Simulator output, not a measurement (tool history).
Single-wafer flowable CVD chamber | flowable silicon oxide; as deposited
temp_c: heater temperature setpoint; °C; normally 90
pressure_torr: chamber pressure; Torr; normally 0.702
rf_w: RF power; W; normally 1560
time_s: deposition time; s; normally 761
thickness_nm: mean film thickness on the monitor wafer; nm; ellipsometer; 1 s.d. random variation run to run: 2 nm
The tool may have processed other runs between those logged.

run,hour,temp_c,pressure_torr,rf_w,time_s,"read-back reference wafer on the same gauge, thickness_nm",thickness_nm
1,0,96,0.702,1560,761,543.333,404.025
2,38.4,96,0.702,1560,761,543.627,401.187
3,69,96,0.702,1560,761,543.266,403.811
4,122.6,95,0.702,1560,761,544.047,418.41
5,164.2,85,0.702,1560,857,544.517,669.6
6,216.1,85,0.702,1560,857,543.702,674.989
7,250.7,90,0.702,1560,761,544.015,508.951
8,296.9,90,0.702,1560,761,543.313,505.996
9,341.7,90,0.702,1560,761,544.441,506.943
# hour 395: thermocouple changed; heater temperature recalibrated
10,395.5,90,0.702,1560,761,544.001,505.081
11,438.1,90,0.702,1560,761,544.449,507.744
# hour 447.6: RF generator calibrated
12,474.1,78,0.592,1695,693,543.698,594.773
13,514.4,86,0.644,1360,815,544.073,525.825
14,542.6,90,0.702,1770,761,544.277,533.819
# hour 573.3: gauge calibrated
# hour 589.9: showerhead replaced
15,594.4,90,0.702,1560,761,543.717,502.706
# hour 642.7: capacitance manometer re-zeroed and calibrated
16,663,83,0.761,1415,885,544.177,760.385
17,699.1,90,0.613,1560,761,544.23,442.905
18,763.9,90,0.702,1560,761,545.099,506.03
19,796.1,98,0.87,1420,694,544.127,398.322
20,861.2,90,0.702,1560,761,543.826,506.529
21,918.7,90,0.623,1560,713,544.432,423.914
22,965.8,90,0.702,1560,761,544.437,505.659
23,1008.9,102,0.702,1560,818,544.271,342.992

5 options for the next run, each taken on its own from the tool as it stands now. Forecast them:
A,1009.5,90,0.838,1560,761,?,?
B,1009.5,96,0.639,1560,871,?,?
C,1009.5,104,0.702,1865,761,?,?
D,1009.5,80,0.599,1250,761,?,?
E,1009.5,97,0.534,1560,853,?,?

run,"read-back reference wafer on the same gauge, thickness_nm",thickness_nm
A,543.399,603.713
B,543.399,419.841
C,543.399,317.802
D,543.399,521.746
E,543.399,333.036
With the hidden condition removed and each run's random variation left untouched, the same runs would have given:
run,thickness_nm
A,603.713
B,419.841
C,317.802
D,521.746
E,333.036
